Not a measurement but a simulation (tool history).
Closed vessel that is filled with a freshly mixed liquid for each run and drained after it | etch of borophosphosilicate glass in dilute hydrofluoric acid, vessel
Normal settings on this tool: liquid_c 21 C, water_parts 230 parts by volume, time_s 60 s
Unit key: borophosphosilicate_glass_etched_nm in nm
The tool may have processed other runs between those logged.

run    hour  liquid_c  water_parts  time_s  read-back film thickness of the borophosphosilicate glass reference wafer, read on the same gauge (nm)  borophosphosilicate_glass_etched_nm
  1       0        21          145      60                                                                                                  129.97                                24.94
  2    37.9        21          230      60                                                                                                  130.03                                14.46
  3   116.8        21          230      85                                                                                                  130.03                                20.46
  4   214.9        21          230      60                                                                                                     130                                14.54
  5   268.4        21          230      60                                                                                                     130                                14.57
  6   322.3        21          230      60                                                                                                  130.03                                14.63
  7   405.6        21          230      60                                                                                                  130.03                                14.76
  8   500.7        21          295      85                                                                                                     130                                 15.3
  9   585.5        21          295      85                                                                                                  130.01                                15.31
      660.9  -- hydrofluoric acid flow meter replaced
 10   692.1        21          295      85                                                                                                     130                                14.86
      762.1  -- thermometer replaced
 11   795.2        21          230      60                                                                                                  129.99                                13.97
      805.2  -- gauge calibrated
 12   849.1        21          230      60                                                                                                  130.01                                13.94
 13  1131.7        21          230      80                                                                                                  129.98                                18.69
 14  1213.3        17          300      30                                                                                                  129.98                                 4.37
 15  1271.7        21          230      60                                                                                                  129.99                                14.03
 16  1308.7      17.5          285      45                                                                                                     130                                 7.13
 17  1374.9        19          230      35                                                                                                  130.02                                 7.64
 18  1451.1        21          230      60                                                                                                  129.97                                14.25
 19  1554.2        21          230      60                                                                                                  130.01                                 14.3
 20  1598.1        21          135      60                                                                                                  129.99                                26.94
 21  1653.4        21          230      60                                                                                                     130                                14.32
 22    1692        21          230      50                                                                                                  130.01                                12.01
 23  1770.1        21          230      60                                                                                                  129.98                                14.36
 24  1814.8        19          230      30                                                                                                  130.03                                 6.66
 25  1904.3        25          230      60                                                                                                  130.03                                16.71

Predict each of these 5 candidate next runs independently; none follows another, all start after run 25:
  A  1905        18          230      60                                                                                                       ?                                    ?
  B  1905        19          300      80                                                                                                       ?                                    ?
  C  1905      25.5          230      60                                                                                                       ?                                    ?
  D  1905        23          195      35                                                                                                       ?                                    ?
  E  1905        17          230      60                                                                                                       ?                                    ?

run  read-back film thickness of the borophosphosilicate glass reference wafer, read on the same gauge (nm)  borophosphosilicate_glass_etched_nm
  A                                                                                                  129.98                                12.96
  B                                                                                                  129.98                                12.94
  C                                                                                                  129.98                                17.13
  D                                                                                                  129.98                                11.16
  E                                                                                                  129.98                                12.47
The same runs, with their run-to-run variation unchanged, on a tool lacking any hidden condition would have given:
run  borophosphosilicate_glass_etched_nm
  A                                12.26
  B                                12.23
  C                                 16.2
  D                                10.56
  E                                11.79

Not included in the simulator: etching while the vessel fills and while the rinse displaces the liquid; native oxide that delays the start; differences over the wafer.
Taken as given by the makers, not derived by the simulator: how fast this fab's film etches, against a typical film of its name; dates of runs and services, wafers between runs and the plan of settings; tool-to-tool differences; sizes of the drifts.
